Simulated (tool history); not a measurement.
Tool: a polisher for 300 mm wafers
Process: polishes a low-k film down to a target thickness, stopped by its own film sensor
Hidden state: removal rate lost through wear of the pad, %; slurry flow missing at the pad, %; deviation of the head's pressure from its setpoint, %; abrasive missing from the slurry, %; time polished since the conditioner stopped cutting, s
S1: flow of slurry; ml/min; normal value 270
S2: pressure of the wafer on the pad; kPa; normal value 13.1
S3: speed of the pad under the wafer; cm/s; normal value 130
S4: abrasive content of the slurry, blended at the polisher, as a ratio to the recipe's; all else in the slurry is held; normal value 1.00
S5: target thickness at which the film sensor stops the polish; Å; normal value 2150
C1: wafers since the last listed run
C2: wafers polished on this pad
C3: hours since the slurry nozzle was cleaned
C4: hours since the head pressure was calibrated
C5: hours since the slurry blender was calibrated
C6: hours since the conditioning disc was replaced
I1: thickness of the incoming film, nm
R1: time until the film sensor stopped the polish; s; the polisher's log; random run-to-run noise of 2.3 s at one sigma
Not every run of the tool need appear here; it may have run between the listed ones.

Run 1, hour 0.0: usual settings; C1 0; C2 1248; C3 293.3; C4 586.3; C5 104.1; C6 366.4; I1 290.8. Result: R1 170.7 s.
Run 2, hour 31.0: usual settings; C1 272; C2 1520; C3 324.3; C4 617.3; C5 135.1; C6 397.4; I1 296.5. Result: R1 181.8 s.
At hour 42.8: worn pad replaced by a new one.
Run 3, hour 51.1: usual settings but S2 15.2 kPa, S4 0.80; C1 141; C2 72; C3 344.4; C4 637.4; C5 155.2; C6 417.5; I1 288.3. Result: R1 140.5 s.
Run 4, hour 86.1: usual settings; C1 307; C2 380; C3 379.4; C4 672.4; C5 190.2; C6 452.5; I1 287.7. Result: R1 158.7 s.
At hour 94.2: slurry nozzle cleaned.
Run 5, hour 119.1: usual settings but S5 2040 Å; C1 281; C2 661; C3 24.9; C4 705.4; C5 223.2; C6 485.5; I1 290.8. Result: R1 188.5 s.
At hour 124.9: conditioning disc replaced and pad reconditioned.
Run 6, hour 149.0: usual settings but S5 2040 Å; C1 245; C2 907; C3 54.8; C4 735.3; C5 253.1; C6 24.1; I1 286.9. Result: R1 190.3 s.
Run 7, hour 183.2: usual settings but S5 2040 Å; C1 300; C2 1207; C3 89.0; C4 769.5; C5 287.3; C6 58.3; I1 290.1. Result: R1 198.0 s.
At hour 214.5: worn pad replaced by a new one.
Run 8, hour 217.8: usual settings; C1 269; C2 28; C3 123.6; C4 804.1; C5 321.9; C6 92.9; I1 290.3. Result: R1 164.0 s.
At hour 247.0: slurry blender recalibrated.
Run 9, hour 248.6: usual settings but S1 210 ml/min, S3 106 cm/s, S4 1.30; C1 253; C2 282; C3 154.4; C4 834.9; C5 1.6; C6 123.7; I1 283.7. Result: R1 133.1 s.
Run 10, hour 272.7: usual settings but S1 240 ml/min, S2 11.0 kPa, S5 1920 Å; C1 211; C2 494; C3 178.5; C4 859.0; C5 25.7; C6 147.8; I1 287.3. Result: R1 225.4 s.
Run 11, hour 286.2: usual settings but S1 180 ml/min; C1 118; C2 612; C3 192.0; C4 872.5; C5 39.2; C6 161.3; I1 287.5. Result: R1 155.1 s.
Run 12, hour 305.0: usual settings but S1 300 ml/min, S4 1.15; C1 165; C2 778; C3 210.8; C4 891.3; C5 58.0; C6 180.1; I1 292.3. Result: R1 149.0 s.
At hour 335.0: head pressure recalibrated.
Run 13, hour 336.0: usual settings but S1 195 ml/min; C1 255; C2 1033; C3 241.8; C4 1.0; C5 89.0; C6 211.1; I1 288.3. Result: R1 164.4 s.
Run 14, hour 359.8: usual settings but S5 1920 Å; C1 209; C2 1242; C3 265.6; C4 24.8; C5 112.8; C6 234.9; I1 283.8. Result: R1 209.2 s.
Run 15, hour 390.3: usual settings but S1 330 ml/min; C1 268; C2 1510; C3 296.1; C4 55.3; C5 143.3; C6 265.4; I1 291.7. Result: R1 175.4 s.
At hour 416.1: worn pad replaced by a new one.
Run 16, hour 423.6: usual settings but S3 110 cm/s, S5 2300 Å; C1 257; C2 66; C3 329.4; C4 88.6; C5 176.6; C6 298.7; I1 292.1. Result: R1 132.8 s.
Run 17, hour 453.2: usual settings but S2 15.9 kPa, S3 86 cm/s; C1 260; C2 326; C3 359.0; C4 118.2; C5 206.2; C6 328.3; I1 293.9. Result: R1 175.5 s.
Run 18, hour 481.8: usual settings but S2 15.9 kPa, S3 106 cm/s; C1 251; C2 577; C3 387.6; C4 146.8; C5 234.8; C6 356.9; I1 287.3. Result: R1 147.0 s.
At hour 483.0: slurry nozzle cleaned.
At hour 521.4: slurry blender recalibrated.
Run 19, hour 584.7: usual settings but S1 335 ml/min; C1 878; C2 1456; C3 101.7; C4 249.7; C5 63.3; C6 459.8; I1 293.4. Result: R1 162.2 s.
At hour 589.3: worn pad replaced by a new one.
At hour 600.2: conditioning disc replaced and pad reconditioned.
Run 20, hour 605.2: usual settings but S2 8.3 kPa, S5 2380 Å; C1 127; C2 122; C3 122.2; C4 270.2; C5 83.8; C6 5.0; I1 288.7. Result: R1 156.4 s.
Run 21, hour 624.8: usual settings; C1 172; C2 294; C3 141.8; C4 289.8; C5 103.4; C6 24.6; I1 288.3. Result: R1 144.1 s.
Run 22, hour 657.0: usual settings but S1 335 ml/min; C1 283; C2 577; C3 174.0; C4 322.0; C5 135.6; C6 56.8; I1 285.6. Result: R1 145.0 s.
Run 23, hour 673.0: usual settings but S2 10.3 kPa, S3 108 cm/s, S4 0.80, S5 2070 Å; C1 140; C2 718; C3 190.0; C4 338.0; C5 151.6; C6 72.8; I1 288.4. Result: R1 276.5 s.

The next listed run, before its measurement:
Run 24, hour 689.8: usual settings but S1 325 ml/min, S2 10.3 kPa, S3 108 cm/s; C1 147; C2 866; C3 206.8; C4 354.8; C5 168.4; C6 89.6; I1 288.6. Result: R1 ?.

Run 24 measured R1 236.3 s.
Without the tool's hidden state the same run would have given R1 176.8 s.

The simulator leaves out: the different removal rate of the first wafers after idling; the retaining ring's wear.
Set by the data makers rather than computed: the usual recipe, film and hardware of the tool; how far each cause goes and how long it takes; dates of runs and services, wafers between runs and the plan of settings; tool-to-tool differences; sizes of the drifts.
